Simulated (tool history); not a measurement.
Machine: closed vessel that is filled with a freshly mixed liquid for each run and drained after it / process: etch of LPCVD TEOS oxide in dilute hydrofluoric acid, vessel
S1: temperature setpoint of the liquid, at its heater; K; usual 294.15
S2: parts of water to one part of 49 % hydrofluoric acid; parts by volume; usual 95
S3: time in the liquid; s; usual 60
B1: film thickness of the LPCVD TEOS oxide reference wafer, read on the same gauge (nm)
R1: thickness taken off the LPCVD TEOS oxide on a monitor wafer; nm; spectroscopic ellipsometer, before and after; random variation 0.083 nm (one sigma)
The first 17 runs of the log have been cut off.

{"run": 18, "hour": 836.9, "S1": 294.15, "S2": 95, "S3": 60, "B1": 49.97, "R1": 22.82}
{"run": 19, "hour": 862.1, "S1": 290.15, "S2": 95, "S3": 30, "B1": 50.01, "R1": 9.69}
{"run": 20, "hour": 911.1, "S1": 294.15, "S2": 65, "S3": 60, "B1": 49.99, "R1": 34.62}
{"run": 21, "hour": 949.6, "S1": 296.65, "S2": 45, "S3": 30, "B1": 49.96, "R1": 28.35}
{"run": 22, "hour": 997.5, "S1": 294.15, "S2": 95, "S3": 60, "B1": 50.01, "R1": 22.84}
{"run": 23, "hour": 1036.9, "S1": 294.15, "S2": 115, "S3": 60, "B1": 50.02, "R1": 18.36}
{"hour": 1077.8, "done": "thermometer replaced"}
{"run": 24, "hour": 1078.3, "S1": 292.65, "S2": 115, "S3": 60, "B1": 50.04, "R1": 17.42}
{"run": 25, "hour": 1103.8, "S1": 294.15, "S2": 95, "S3": 60, "B1": 49.99, "R1": 22.98}
{"run": 26, "hour": 1135.1, "S1": 292.15, "S2": 95, "S3": 80, "B1": 49.99, "R1": 28.1}
{"run": 27, "hour": 1171.4, "S1": 295.65, "S2": 95, "S3": 60, "B1": 49.99, "R1": 24.3}
{"run": 28, "hour": 1227.2, "S1": 290.15, "S2": 65, "S3": 75, "B1": 49.98, "R1": 36.73}
{"run": 29, "hour": 1278.9, "S1": 291.65, "S2": 95, "S3": 60, "B1": 49.98, "R1": 20.63}
{"run": 30, "hour": 1311.5, "S1": 294.15, "S2": 55, "S3": 35, "B1": 50.03, "R1": 24.27}
{"run": 31, "hour": 1351.9, "S1": 290.15, "S2": 50, "S3": 90, "B1": 49.95, "R1": 57.92}

What if the next run were any one of these 3? Each begins from the tool's condition after run 31:
{"run": "A", "hour": 1352.6, "S1": 294.15, "S2": 95, "S3": 60, "B1": "?", "R1": "?"}
{"run": "B", "hour": 1352.6, "S1": 294.15, "S2": 95, "S3": 30, "B1": "?", "R1": "?"}
{"run": "C", "hour": 1352.6, "S1": 290.15, "S2": 140, "S3": 60, "B1": "?", "R1": "?"}

run=A B1=50.01 R1=22.94
run=B B1=50.01 R1=11.47
run=C B1=50.01 R1=12.60
Without the tool's unlogged condition, the same runs would have read:
run=A R1=22.61
run=B R1=11.30
run=C R1=12.41

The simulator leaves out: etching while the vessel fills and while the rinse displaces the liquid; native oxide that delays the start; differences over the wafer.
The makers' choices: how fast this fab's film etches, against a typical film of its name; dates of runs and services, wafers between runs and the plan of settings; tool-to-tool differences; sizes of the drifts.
